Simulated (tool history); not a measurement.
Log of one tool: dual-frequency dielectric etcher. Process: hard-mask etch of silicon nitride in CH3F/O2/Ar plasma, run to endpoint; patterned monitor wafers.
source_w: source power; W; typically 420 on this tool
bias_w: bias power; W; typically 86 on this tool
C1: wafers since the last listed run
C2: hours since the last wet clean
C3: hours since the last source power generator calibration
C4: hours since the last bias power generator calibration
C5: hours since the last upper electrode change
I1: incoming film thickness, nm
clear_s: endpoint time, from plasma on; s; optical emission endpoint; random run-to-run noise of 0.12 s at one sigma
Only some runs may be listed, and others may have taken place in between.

run 1 day=0 | source_w=420 bias_w=74 | C1=0 C2=418.5 C3=4503.6 C4=4969.1 C5=1072.2 | I1=27.62 | clear_s=42.3
run 2 day=3.417 | source_w=420 bias_w=74 | C1=1204 C2=500.5 C3=4585.6 C4=5051.1 C5=1154.2 | I1=27.66 | clear_s=42.6
run 3 day=6.992 | source_w=420 bias_w=74 | C1=1259 C2=586.3 C3=4671.4 C4=5136.9 C5=1240 | I1=27.7 | clear_s=42.7
-- day=11.021 wet clean of the chamber
run 4 day=11.042 | source_w=360 bias_w=86 | C1=1074 C2=0.5 C3=4768.6 C4=5234.1 C5=1337.2 | I1=27.75 | clear_s=42.5
-- day=11.917 bias power generator calibrated
run 5 day=12.533 | source_w=420 bias_w=86 | C1=466 C2=36.3 C3=4804.4 C4=14.8 C5=1373 | I1=27.52 | clear_s=41
run 6 day=14.4 | source_w=420 bias_w=86 | C1=657 C2=81.1 C3=4849.2 C4=59.6 C5=1417.8 | I1=27.8 | clear_s=41.7
run 7 day=18.404 | source_w=420 bias_w=86 | C1=1411 C2=177.2 C3=4945.3 C4=155.7 C5=1513.9 | I1=28 | clear_s=42
-- day=20.342 source power generator calibrated
run 8 day=21 | source_w=420 bias_w=86 | C1=856 C2=239.5 C3=15.8 C4=218 C5=1576.2 | I1=27.78 | clear_s=41.8
run 9 day=23.4 | source_w=420 bias_w=86 | C1=845 C2=297.1 C3=73.4 C4=275.6 C5=1633.8 | I1=27.57 | clear_s=41.4
run 10 day=25.917 | source_w=420 bias_w=86 | C1=886 C2=357.5 C3=133.8 C4=336 C5=1694.2 | I1=27.83 | clear_s=41.9
run 11 day=29.592 | source_w=420 bias_w=99 | C1=1295 C2=445.7 C3=222 C4=424.2 C5=1782.4 | I1=27.66 | clear_s=40.1
run 12 day=32.279 | source_w=350 bias_w=86 | C1=947 C2=510.2 C3=286.5 C4=488.7 C5=1846.9 | I1=27.58 | clear_s=44.1
-- day=35.742 upper electrode replaced
-- day=38.712 wet clean of the chamber
run 13 day=38.733 | source_w=370 bias_w=94 | C1=1569 C2=0.5 C3=441.4 C4=643.6 C5=71.8 | I1=27.54 | clear_s=41.3
run 14 day=41.512 | source_w=330 bias_w=68 | C1=979 C2=67.2 C3=508.1 C4=710.3 C5=138.5 | I1=27.5 | clear_s=46.7
run 15 day=43.033 | source_w=480 bias_w=75 | C1=535 C2=103.7 C3=544.6 C4=746.8 C5=175 | I1=27.75 | clear_s=41
run 16 day=46.954 | source_w=450 bias_w=96 | C1=1381 C2=197.8 C3=638.7 C4=840.9 C5=269.1 | I1=27.63 | clear_s=39.1
run 17 day=50.783 | source_w=420 bias_w=86 | C1=1349 C2=289.7 C3=730.6 C4=932.8 C5=361 | I1=27.82 | clear_s=41.9
run 18 day=54.775 | source_w=490 bias_w=86 | C1=1406 C2=385.5 C3=826.4 C4=1028.6 C5=456.8 | I1=27.54 | clear_s=39.1
run 19 day=56.496 | source_w=360 bias_w=68 | C1=606 C2=426.8 C3=867.7 C4=1069.9 C5=498.1 | I1=27.75 | clear_s=46.5
run 20 day=59.45 | source_w=370 bias_w=77 | C1=1041 C2=497.7 C3=938.6 C4=1140.8 C5=569 | I1=27.67 | clear_s=44.7
run 21 day=63.104 | source_w=420 bias_w=86 | C1=1287 C2=585.4 C3=1026.3 C4=1228.5 C5=656.7 | I1=27.94 | clear_s=42.2
run 22 day=65.7 | source_w=420 bias_w=86 | C1=914 C2=647.7 C3=1088.6 C4=1290.8 C5=719 | I1=27.59 | clear_s=41.6
run 23 day=69.292 | source_w=420 bias_w=66 | C1=1265 C2=733.9 C3=1174.8 C4=1377 C5=805.2 | I1=28 | clear_s=45.4
-- day=72.625 wet clean of the chamber
run 24 day=72.646 | source_w=330 bias_w=103 | C1=829 C2=0.5 C3=1255.3 C4=1457.5 C5=885.7 | I1=27.9 | clear_s=42.1
run 25 day=75.896 | source_w=420 bias_w=86 | C1=1145 C2=78.5 C3=1333.3 C4=1535.5 C5=963.7 | I1=27.68 | clear_s=40.9
run 26 day=80.083 | source_w=340 bias_w=107 | C1=1475 C2=179 C3=1433.8 C4=1636 C5=1064.2 | I1=28.08 | clear_s=41.9
run 27 day=82.104 | source_w=420 bias_w=86 | C1=712 C2=227.5 C3=1482.3 C4=1684.5 C5=1112.7 | I1=27.69 | clear_s=41.2
run 28 day=84.654 | source_w=420 bias_w=75 | C1=898 C2=288.7 C3=1543.5 C4=1745.7 C5=1173.9 | I1=27.65 | clear_s=42.4
run 29 day=87.017 | source_w=420 bias_w=79 | C1=832 C2=345.4 C3=1600.2 C4=1802.4 C5=1230.6 | I1=27.77 | clear_s=42.3
run 30 day=89.583 | source_w=370 bias_w=86 | C1=904 C2=407 C3=1661.8 C4=1864 C5=1292.2 | I1=27.82 | clear_s=43.2
run 31 day=91.1 | source_w=420 bias_w=73 | C1=534 C2=443.4 C3=1698.2 C4=1900.4 C5=1328.6 | I1=27.99 | clear_s=43.8
run 32 day=94.017 | source_w=380 bias_w=80 | C1=1027 C2=513.4 C3=1768.2 C4=1970.4 C5=1398.6 | I1=27.58 | clear_s=43.5
run 33 day=96.833 | source_w=510 bias_w=65 | C1=992 C2=581 C3=1835.8 C4=2038 C5=1466.2 | I1=27.8 | clear_s=42
run 34 day=99.567 | source_w=420 bias_w=96 | C1=963 C2=646.6 C3=1901.4 C4=2103.6 C5=1531.8 | I1=27.42 | clear_s=39.9
run 35 day=102.233 | source_w=420 bias_w=86 | C1=939 C2=710.6 C3=1965.4 C4=2167.6 C5=1595.8 | I1=28.02 | clear_s=42.1

Same runs, no hidden state in the tool, same run-to-run variation:
Hidden conditions of the tool in this case: etch rate over this chamber's usual, %; source power that arrives over what is set, %; bias power that arrives over what is set, %.
run=1 clear_s=42.5
run=2 clear_s=42.7
run=3 clear_s=42.8
run=4 clear_s=43
run=5 clear_s=40.7
run=6 clear_s=41.3
run=7 clear_s=41.4
run=8 clear_s=41.2
run=9 clear_s=40.8
run=10 clear_s=41.1
run=11 clear_s=39.3
run=12 clear_s=43.2
run=13 clear_s=41.2
run=14 clear_s=46.5
run=15 clear_s=40.8
run=16 clear_s=38.8
run=17 clear_s=41.5
run=18 clear_s=38.6
run=19 clear_s=45.9
run=20 clear_s=43.9
run=21 clear_s=41.4
run=22 clear_s=40.8
run=23 clear_s=44.4
run=24 clear_s=42.1
run=25 clear_s=40.9
run=26 clear_s=41.7
run=27 clear_s=41
run=28 clear_s=42.2
run=29 clear_s=42
run=30 clear_s=42.8
run=31 clear_s=43.4
run=32 clear_s=43
run=33 clear_s=41.5
run=34 clear_s=39.3
run=35 clear_s=41.4

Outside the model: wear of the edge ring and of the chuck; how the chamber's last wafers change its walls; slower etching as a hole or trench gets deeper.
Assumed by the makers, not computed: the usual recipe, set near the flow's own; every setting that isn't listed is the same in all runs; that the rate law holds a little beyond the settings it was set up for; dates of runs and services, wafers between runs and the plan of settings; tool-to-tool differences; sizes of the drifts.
